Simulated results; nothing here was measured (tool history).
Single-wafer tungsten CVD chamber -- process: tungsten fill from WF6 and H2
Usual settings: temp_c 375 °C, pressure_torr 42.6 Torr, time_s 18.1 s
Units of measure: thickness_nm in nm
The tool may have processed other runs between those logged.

run	hour	temp_c	pressure_torr	time_s	read-back reference wafer on the same gauge, thickness_nm	thickness_nm
1	0.0	381	42.6	18.1	30.474	35.413
2	20.3	381	42.6	18.1	30.471	35.904
3	38.1	375	42.6	18.1	30.513	31.633
4	66.8	375	37.9	18.1	30.456	30.798
5	88.9	375	42.6	18.1	30.530	31.804
6	113.8	375	42.6	18.1	30.582	31.419
7	134.7	375	42.6	18.1	30.494	31.520
# hour 173.5: capacitance manometer re-zeroed and calibrated
8	174.0	381	42.6	18.1	30.470	35.211
9	193.3	386	38.0	20.6	30.482	42.300
# hour 221.2: showerhead replaced
10	222.5	362	34.3	20.5	30.582	25.515
# hour 256.7: thermocouple changed; heater temperature recalibrated
11	257.8	375	42.6	20.1	30.510	40.274
# hour 260.4: gauge calibrated
12	285.6	375	51.1	19.9	30.477	42.439
13	306.3	375	42.6	18.1	30.523	36.433
14	329.7	360	42.6	18.1	30.483	27.531

Hidden state or all else? Some run-to-run changes of thickness_nm, split into what the settings, what came in and random variation would give without the hidden state, and what is left for the hidden state (with any gauge scatter that isn't in both results):
Hidden conditions of the tool in this case: wafer temperature above the value expected at the setpoint (K); true pressure above the setpoint (%); gauge reads high (%).
Run 9 -> 10: temp_c 386 -> 362, pressure_torr 38.0 -> 34.3, time_s 20.6 -> 20.5, showerhead replaced. thickness_nm -16.785 nm: hidden state +1.995, all else -18.780.
Run 10 -> 11: temp_c 362 -> 375, pressure_torr 34.3 -> 42.6, time_s 20.5 -> 20.1, thermocouple changed; heater temperature recalibrated. thickness_nm +14.759 nm: hidden state +4.513, all else +10.246.
